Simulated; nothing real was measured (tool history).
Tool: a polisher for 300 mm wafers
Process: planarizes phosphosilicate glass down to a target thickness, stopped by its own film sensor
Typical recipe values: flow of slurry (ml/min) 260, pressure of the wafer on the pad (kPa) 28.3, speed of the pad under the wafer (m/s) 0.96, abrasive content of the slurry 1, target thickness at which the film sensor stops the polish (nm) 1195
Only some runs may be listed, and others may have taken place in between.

run,hour,flow of slurry (ml/min),pressure of the wafer on the pad (kPa),speed of the pad under the wafer (m/s),abrasive content of the slurry,target thickness at which the film sensor stops the polish (nm),wafers since the last listed run,wafers polished on this pad,hours since the slurry nozzle was cleaned,hours since the head pressure was calibrated,hours since the slurry blender was calibrated,hours since the conditioning disc was replaced,"incoming thickness of the incoming film, nm",time until the film sensor stopped the polish (s)
1,0,260,28.3,0.96,1,1195,0,485,135.4,1160.3,102.4,160.9,2024.7,68.7
2,34.3,260,28.3,0.96,1,1195,361,846,169.7,1194.6,136.7,195.2,2029.2,66.8
# hour 50.2: head pressure recalibrated
3,59.5,260,28.3,0.96,1,1195,244,1091,194.9,9.3,161.9,220.4,2041.5,68.9
4,72.7,260,28.3,0.96,1,1054,138,1230,208.1,22.5,175.1,233.6,2039.4,82.5
5,89.4,260,28.3,0.96,1,1054,175,1405,224.8,39.2,191.8,250.3,2030.8,80.4
# hour 96.3: worn pad replaced by a new one
# hour 103.3: slurry blender recalibrated
6,107.7,260,28.3,0.96,1,1195,129,99,243.1,57.5,4.4,268.6,2016.5,67.4
7,130.2,260,28.3,0.96,1,1195,236,336,265.6,80,26.9,291.1,2008,67.6
8,148.4,260,28.3,0.96,1,1195,191,527,283.8,98.2,45.1,309.3,2057.4,70.9
9,163,260,28.3,0.96,1,1195,153,681,298.4,112.8,59.7,323.9,2064.2,71.4
10,179.6,260,28.3,0.74,1,1195,174,856,315,129.4,76.3,340.5,2054.7,81.6
# hour 199.7: slurry nozzle cleaned
# hour 201.7: conditioning disc replaced and pad reconditioned
11,202.5,260,28.3,0.8,1,1270,209,1066,2.8,152.3,99.2,0.8,2037.3,67.4
12,228.1,260,28.3,0.96,1.2,1195,269,1335,28.4,177.9,124.8,26.4,2052.3,61.9
# hour 251.7: worn pad replaced by a new one
13,252.1,215,35.9,0.96,1,1195,210,4,52.4,201.9,148.8,50.4,1993.7,51.4
14,314.7,260,28.3,0.96,1,1195,658,663,115,264.5,211.4,113,2061.9,70.9
15,342.5,260,28.3,0.96,1,1195,292,955,142.8,292.3,239.2,140.8,2048.5,67.4
# hour 362.9: slurry blender recalibrated
16,376.3,260,28.3,0.96,1,1195,334,1290,176.6,326.1,13.4,174.6,2052.7,69.2
17,393.6,260,28.3,0.62,1.15,1485,182,1472,193.9,343.4,30.7,191.9,1988.7,45.2
# hour 405.8: worn pad replaced by a new one
18,409.6,260,22.8,0.82,1.1,987,126,39,209.9,359.4,46.7,207.9,2033.5,107.8
19,444.1,260,33.8,0.96,1,1195,363,402,244.4,393.9,81.2,242.4,2020.1,57
20,465,260,28.3,1.08,1,1195,219,622,265.3,414.8,102.1,263.3,2036.1,65.8
21,495.5,335,28.3,0.96,1,1195,321,943,295.8,445.3,132.6,293.8,2026.3,67.6
22,522.3,260,35.2,0.96,1.3,1351,282,1225,322.6,472.1,159.4,320.6,2017.8,38.6
23,535.2,260,28.3,0.96,1,1195,135,1361,335.5,485,172.3,333.5,2003.1,68.6
24,553.8,260,28.3,0.96,1,1195,195,1557,354.1,503.6,190.9,352.1,2035.8,69.6
# hour 564.9: conditioning disc replaced and pad reconditioned
# hour 581.3: slurry blender recalibrated
25,581.7,260,28.3,0.96,0.9,1195,251,1809,382,531.5,0.4,16.8,1999,74

Each row is a separate what-if for the run after 25, all from the same tool condition, not one after another. Results?
A,582.1,260,28.3,0.96,1,1195,4,1813,382.4,531.9,0.8,17.2,2057.7,?
B,582.1,295,20.7,0.96,1.2,931,4,1813,382.4,531.9,0.8,17.2,2057.7,?
C,582.1,290,24.1,0.96,1.3,955,4,1813,382.4,531.9,0.8,17.2,2057.7,?
D,582.1,260,28.3,1.22,1,1195,4,1813,382.4,531.9,0.8,17.2,2057.7,?

run,time until the film sensor stopped the polish (s)
A,72.7
B,112.9
C,90.8
D,64.1
With no hidden state in the tool, these same runs would have given:
run,time until the film sensor stopped the polish (s)
A,68.2
B,106.6
C,85.7
D,60.2
